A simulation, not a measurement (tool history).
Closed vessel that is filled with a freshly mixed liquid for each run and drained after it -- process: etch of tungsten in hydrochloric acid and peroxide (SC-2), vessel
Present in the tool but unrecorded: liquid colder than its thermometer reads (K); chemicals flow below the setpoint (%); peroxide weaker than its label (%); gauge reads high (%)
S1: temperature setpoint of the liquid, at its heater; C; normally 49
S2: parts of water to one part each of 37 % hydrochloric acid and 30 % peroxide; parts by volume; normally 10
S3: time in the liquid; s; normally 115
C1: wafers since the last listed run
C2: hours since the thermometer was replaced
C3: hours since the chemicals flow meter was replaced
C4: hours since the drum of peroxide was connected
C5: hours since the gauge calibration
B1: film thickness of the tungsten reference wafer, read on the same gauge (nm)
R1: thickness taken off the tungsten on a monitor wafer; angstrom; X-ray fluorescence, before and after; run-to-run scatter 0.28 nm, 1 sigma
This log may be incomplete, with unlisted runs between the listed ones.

run 1 day=0 | S1=49 S2=10 S3=150 | C1=0 C2=532.2 C3=763.6 C4=1138.8 C5=699.5 | B1=100 | R1=489.3
run 2 day=1.258 | S1=49 S2=10 S3=115 | C1=2240 C2=562.4 C3=793.8 C4=1169 C5=729.7 | B1=99.99 | R1=368
run 3 day=1.942 | S1=49 S2=10 S3=115 | C1=1216 C2=578.8 C3=810.2 C4=1185.4 C5=746.1 | B1=100.01 | R1=369
run 4 day=2.729 | S1=49 S2=10 S3=115 | C1=1402 C2=597.7 C3=829.1 C4=1204.3 C5=765 | B1=99.99 | R1=369
run 5 day=3.612 | S1=49 S2=10 S3=60 | C1=1572 C2=618.9 C3=850.3 C4=1225.5 C5=786.2 | B1=99.99 | R1=192.3
run 6 day=4.688 | S1=49 S2=10 S3=60 | C1=1914 C2=644.7 C3=876.1 C4=1251.3 C5=812 | B1=100.01 | R1=194.2
-- day=4.958 chemicals flow meter replaced
run 7 day=5.462 | S1=49 S2=10 S3=115 | C1=1305 C2=663.3 C3=12.1 C4=1269.9 C5=830.6 | B1=100.02 | R1=353.1
run 8 day=6.808 | S1=44 S2=11.5 S3=135 | C1=2396 C2=695.6 C3=44.4 C4=1302.2 C5=862.9 | B1=99.99 | R1=258.5
run 9 day=7.908 | S1=49 S2=14 S3=140 | C1=1958 C2=722 C3=70.8 C4=1328.6 C5=889.3 | B1=100.01 | R1=317
run 10 day=9.438 | S1=49 S2=10 S3=115 | C1=2722 C2=758.7 C3=107.5 C4=1365.3 C5=926 | B1=100 | R1=342.4
run 11 day=10.75 | S1=49 S2=10 S3=115 | C1=2336 C2=790.2 C3=139 C4=1396.8 C5=957.5 | B1=100 | R1=344.4
run 12 day=11.271 | S1=46.5 S2=10 S3=170 | C1=927 C2=802.7 C3=151.5 C4=1409.3 C5=970 | B1=99.99 | R1=428.2
-- day=11.454 thermometer replaced
-- day=13.617 chemicals flow meter replaced, repeated, since the last time left the tool worse
-- day=13.912 new drum of peroxide connected
run 13 day=14.171 | S1=49 S2=12.5 S3=150 | C1=4940 C2=65.2 C3=13.3 C4=6.2 C5=1039.6 | B1=100.01 | R1=424.9
run 14 day=15.2 | S1=49 S2=7 S3=150 | C1=1832 C2=89.9 C3=38 C4=30.9 C5=1064.3 | B1=99.99 | R1=692.1
-- day=15.429 gauge calibrated
run 15 day=16.358 | S1=56.5 S2=13 S3=115 | C1=2062 C2=117.7 C3=65.8 C4=58.7 C5=22.3 | B1=100 | R1=515.3
run 16 day=17.367 | S1=58.5 S2=12.5 S3=80 | C1=1795 C2=141.9 C3=90 C4=82.9 C5=46.5 | B1=99.98 | R1=417.7
run 17 day=18.342 | S1=55 S2=7.5 S3=115 | C1=1736 C2=165.3 C3=113.4 C4=106.3 C5=69.9 | B1=99.99 | R1=731
run 18 day=19.238 | S1=49 S2=14.5 S3=115 | C1=1595 C2=186.8 C3=134.9 C4=127.8 C5=91.4 | B1=100.01 | R1=284.2
run 19 day=19.988 | S1=44 S2=10 S3=50 | C1=1335 C2=204.8 C3=152.9 C4=145.8 C5=109.4 | B1=100 | R1=122.2
run 20 day=21.338 | S1=57.5 S2=10 S3=115 | C1=2403 C2=237.2 C3=185.3 C4=178.2 C5=141.8 | B1=100 | R1=684.5
run 21 day=22.142 | S1=49 S2=10 S3=145 | C1=1431 C2=256.5 C3=204.6 C4=197.5 C5=161.1 | B1=100.02 | R1=489.4
run 22 day=23.012 | S1=49 S2=11.5 S3=95 | C1=1550 C2=277.4 C3=225.5 C4=218.4 C5=182 | B1=100.01 | R1=285.3
run 23 day=23.533 | S1=49 S2=6 S3=115 | C1=927 C2=289.9 C3=238 C4=230.9 C5=194.5 | B1=100 | R1=578.8
run 24 day=24.683 | S1=49 S2=6.5 S3=175 | C1=2047 C2=317.5 C3=265.6 C4=258.5 C5=222.1 | B1=100.02 | R1=832.3
run 25 day=26.033 | S1=49 S2=5.5 S3=160 | C1=2403 C2=349.9 C3=298 C4=290.9 C5=254.5 | B1=100 | R1=860.5
run 26 day=27.333 | S1=40.5 S2=5.5 S3=115 | C1=2314 C2=381.1 C3=329.2 C4=322.1 C5=285.7 | B1=99.98 | R1=346.1
run 27 day=28.6 | S1=55.5 S2=6 S3=90 | C1=2255 C2=411.5 C3=359.6 C4=352.5 C5=316.1 | B1=99.99 | R1=696.8
run 28 day=29.771 | S1=43.5 S2=10 S3=180 | C1=2084 C2=439.6 C3=387.7 C4=380.6 C5=344.2 | B1=100 | R1=414
run 29 day=30.412 | S1=49 S2=10 S3=115 | C1=1142 C2=455 C3=403.1 C4=396 C5=359.6 | B1=99.98 | R1=381.6
run 30 day=31.158 | S1=40.5 S2=10 S3=115 | C1=1327 C2=472.9 C3=421 C4=413.9 C5=377.5 | B1=99.99 | R1=214

Here are 4 independent what-if runs from the current tool condition. What would each one return?
run A day=31.188 | S1=49 S2=10 S3=65 | C1=51 C2=473.6 C3=421.7 C4=414.6 C5=378.2 | B1=? | R1=?
run B day=31.188 | S1=55 S2=8.5 S3=115 | C1=51 C2=473.6 C3=421.7 C4=414.6 C5=378.2 | B1=? | R1=?
run C day=31.188 | S1=44.5 S2=13 S3=55 | C1=51 C2=473.6 C3=421.7 C4=414.6 C5=378.2 | B1=? | R1=?
run D day=31.188 | S1=40 S2=7 S3=60 | C1=51 C2=473.6 C3=421.7 C4=414.6 C5=378.2 | B1=? | R1=?

run=A B1=100.01 R1=217
run=B B1=100.01 R1=652.1
run=C B1=100.01 R1=108
run=D B1=100.01 R1=143.9
With no hidden state in the tool, these same runs would have given:
run=A R1=225.1
run=B R1=675.6
run=C R1=112.2
run=D R1=148.8

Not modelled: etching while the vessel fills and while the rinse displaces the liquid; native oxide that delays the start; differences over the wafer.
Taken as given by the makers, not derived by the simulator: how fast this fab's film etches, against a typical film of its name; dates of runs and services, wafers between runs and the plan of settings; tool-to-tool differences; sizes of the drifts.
